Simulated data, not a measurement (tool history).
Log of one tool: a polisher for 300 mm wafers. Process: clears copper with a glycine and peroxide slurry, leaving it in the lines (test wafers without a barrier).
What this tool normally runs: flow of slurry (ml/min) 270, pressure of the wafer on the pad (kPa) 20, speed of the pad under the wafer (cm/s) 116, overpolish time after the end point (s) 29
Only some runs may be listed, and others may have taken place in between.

| run | hour | flow of slurry (ml/min) | pressure of the wafer on the pad (kPa) | speed of the pad under the wafer (cm/s) | overpolish time after the end point (s) | incoming thickness of the incoming film, nm | time until the end point was called (s) | dishing of a wide line in a test structure (Å) |
|---|---|---|---|---|---|---|---|---|
| 1 | 0 | 270 | 20 | 116 | 29 | 542.9 | 69.2 | 1045 |
| 2 | 19.9 | 270 | 20 | 116 | 29 | 548.8 | 70.9 | 1052 |
| 3 | 34.6 | 270 | 20 | 116 | 29 | 544.7 | 70.7 | 984 |
|  | 53.4 | worn pad replaced by a new one |
| 4 | 64.7 | 270 | 24.8 | 116 | 29 | 553 | 57.8 | 1194 |
| 5 | 83.1 | 270 | 20 | 116 | 17 | 553.8 | 69.5 | 787 |
| 6 | 101.3 | 270 | 20 | 116 | 17 | 547.7 | 69.7 | 765 |
| 7 | 136.6 | 270 | 20 | 116 | 17 | 543.5 | 69.2 | 750 |
| 8 | 168.3 | 270 | 20 | 116 | 22 | 540.4 | 69.7 | 873 |
| 9 | 183.7 | 180 | 15.9 | 140 | 13 | 542 | 76.3 | 563 |
|  | 186.1 | slurry nozzle cleaned |
|  | 186.4 | head pressure recalibrated |
| 10 | 199.5 | 340 | 26.9 | 132 | 42 | 538.9 | 49.1 | 1408 |
|  | 223.2 | worn pad replaced by a new one |
| 11 | 228.7 | 300 | 20 | 148 | 17 | 543.2 | 64 | 770 |
| 12 | 257.1 | 185 | 20 | 98 | 16 | 541 | 94.9 | 587 |
|  | 277.7 | worn pad replaced by a new one, repeated, since the last time left the tool worse |
| 13 | 278.2 | 270 | 20 | 116 | 14 | 547.5 | 68.4 | 662 |
| 14 | 302.3 | 270 | 22.8 | 100 | 13 | 549.9 | 70.5 | 644 |
| 15 | 318.1 | 220 | 20 | 116 | 20 | 555.6 | 71.4 | 828 |
| 16 | 342.8 | 270 | 20 | 116 | 29 | 544.2 | 69.2 | 1019 |
| 17 | 376.1 | 270 | 22.8 | 134 | 29 | 533.1 | 55.2 | 1168 |

Pick out some run-to-run changes in time until the end point was called (s). Of each, how much would a tool without hidden state show as well, from the settings, what came in and chance, and how much is left for the hidden state and any gauge scatter not in both results compared?
Hidden conditions of the tool in this case: removal rate lost through wear of the pad, %; slurry flow missing at the pad, %; deviation of the head's pressure from its setpoint, %.
Run 11 -> 12: flow of slurry (ml/min) 300 -> 185, speed of the pad under the wafer (cm/s) 148 -> 98, overpolish time after the end point (s) 17 -> 16. time until the end point was called (s) +30.9: hidden state +5, all else +25.9.
Run 12 -> 13: flow of slurry (ml/min) 185 -> 270, speed of the pad under the wafer (cm/s) 98 -> 116, overpolish time after the end point (s) 16 -> 14, worn pad replaced by a new one, repeated, since the last time left the tool worse. time until the end point was called (s) -26.5: hidden state -14.1, all else -12.4.

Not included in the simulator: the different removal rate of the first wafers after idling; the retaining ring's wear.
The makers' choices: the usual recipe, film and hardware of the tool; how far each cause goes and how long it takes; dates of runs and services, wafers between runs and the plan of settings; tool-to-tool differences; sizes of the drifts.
